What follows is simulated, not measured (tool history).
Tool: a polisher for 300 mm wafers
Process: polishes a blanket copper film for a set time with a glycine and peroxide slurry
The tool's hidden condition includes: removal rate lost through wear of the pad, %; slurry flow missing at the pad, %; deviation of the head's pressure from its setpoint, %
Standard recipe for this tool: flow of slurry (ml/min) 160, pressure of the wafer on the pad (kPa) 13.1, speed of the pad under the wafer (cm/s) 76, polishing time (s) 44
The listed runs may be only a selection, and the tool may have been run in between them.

run	hour	flow of slurry (ml/min)	pressure of the wafer on the pad (kPa)	speed of the pad under the wafer (cm/s)	polishing time (s)	wafers since the last listed run	wafers polished on this pad	hours since the slurry nozzle was cleaned	hours since the head pressure was calibrated	incoming thickness of the incoming film, nm	film removed (Å)
1	0.0	160	13.1	86	44	0	2047	372.1	184.6	1551.9	1813
2	39.2	160	13.1	86	44	443	2491	411.3	223.8	1576.9	1831
3	94.8	170	16.5	76	44	629	3121	466.9	279.4	1588.2	1944
4	150.4	170	16.5	76	44	629	3750	522.5	335.0	1590.0	1956
5	175.9	175	10.3	76	44	288	4039	548.0	360.5	1603.2	1374
6	214.5	160	16.5	90	44	437	4476	586.6	399.1	1562.6	2130
# hour 261.7: slurry nozzle cleaned
7	281.1	160	16.5	90	44	742	5219	19.4	465.7	1581.1	2152
# hour 298.3: worn pad replaced by a new one
8	336.2	160	10.3	76	44	578	429	74.5	520.8	1569.0	1413
9	396.8	195	13.1	76	44	686	1115	135.1	581.4	1565.5	1713
10	443.6	195	13.1	76	44	529	1645	181.9	628.2	1580.0	1701
11	488.7	160	13.1	76	44	510	2156	227.0	673.3	1579.2	1670
12	527.4	160	13.1	76	44	438	2594	265.7	712.0	1583.7	1648
13	565.1	160	13.1	76	44	426	3021	303.4	749.7	1561.3	1644
14	623.3	160	13.1	84	44	659	3680	361.6	807.9	1561.1	1727
15	674.2	160	13.1	84	44	576	4256	412.5	858.8	1588.4	1744
16	710.9	160	13.1	76	44	415	4672	449.2	895.5	1564.4	1572
# hour 732.0: head pressure recalibrated
# hour 777.4: worn pad replaced by a new one
17	782.0	130	13.1	76	44	737	51	520.3	50.0	1601.7	1597
18	839.5	160	13.1	76	44	651	703	577.8	107.5	1615.3	1665
19	878.3	160	13.1	76	44	439	1142	616.6	146.3	1595.5	1659
20	941.3	160	13.1	92	34	713	1855	679.6	209.3	1556.0	1496
# hour 975.1: slurry nozzle cleaned
21	1025.5	160	13.1	76	44	942	2797	50.4	293.5	1576.0	1623
22	1052.8	160	13.1	76	39	309	3106	77.7	320.8	1565.5	1427
23	1205.8	160	9.7	102	44	1732	4839	230.7	473.8	1560.4	1545
# hour 1216.9: worn pad replaced by a new one
24	1233.8	160	13.1	76	44	271	190	258.7	501.8	1583.7	1657
25	1300.6	135	10.3	76	44	756	947	325.5	568.6	1593.6	1364
26	1351.4	185	9.7	86	36	575	1522	376.3	619.4	1581.3	1220
27	1404.2	160	11.0	76	44	597	2120	429.1	672.2	1598.9	1462
28	1459.7	160	9.0	56	58	628	2748	484.6	727.7	1573.9	1419
29	1505.9	160	14.5	76	35	523	3271	530.8	773.9	1578.7	1411
30	1541.9	180	13.1	76	44	407	3679	566.8	809.9	1543.9	1654
31	1579.2	160	9.0	76	52	422	4101	604.1	847.2	1593.2	1453
# hour 1582.5: slurry nozzle cleaned
32	1617.3	210	9.7	92	58	420	4521	34.8	885.3	1583.7	2024
# hour 1646.4: worn pad replaced by a new one
# hour 1664.9: head pressure recalibrated
33	1673.8	160	13.1	76	44	571	287	91.3	8.9	1570.8	1665
34	1729.9	190	13.1	76	44	635	922	147.4	65.0	1581.3	1706
35	1754.4	140	14.5	76	53	277	1200	171.9	89.5	1566.2	2126
36	1807.0	160	13.1	86	44	595	1795	224.5	142.1	1562.8	1812
37	1851.5	160	13.1	68	49	503	2299	269.0	186.6	1590.6	1680
38	1908.0	160	13.1	102	44	639	2939	325.5	243.1	1562.9	1981

Below are 3 alternative next runs, each starting from the tool's condition after run 38. Predict each:
A	1908.4	160	13.1	76	44	4	2944	325.9	243.5	1568.6	?
B	1908.4	120	13.1	76	44	4	2944	325.9	243.5	1568.6	?
C	1908.4	160	13.1	76	36	4	2944	325.9	243.5	1568.6	?

run	film removed (Å)
A	1656
B	1558
C	1355
Take away the tool's hidden state, keep each run's random variation, and the runs would have read:
run	film removed (Å)
A	1700
B	1600
C	1391
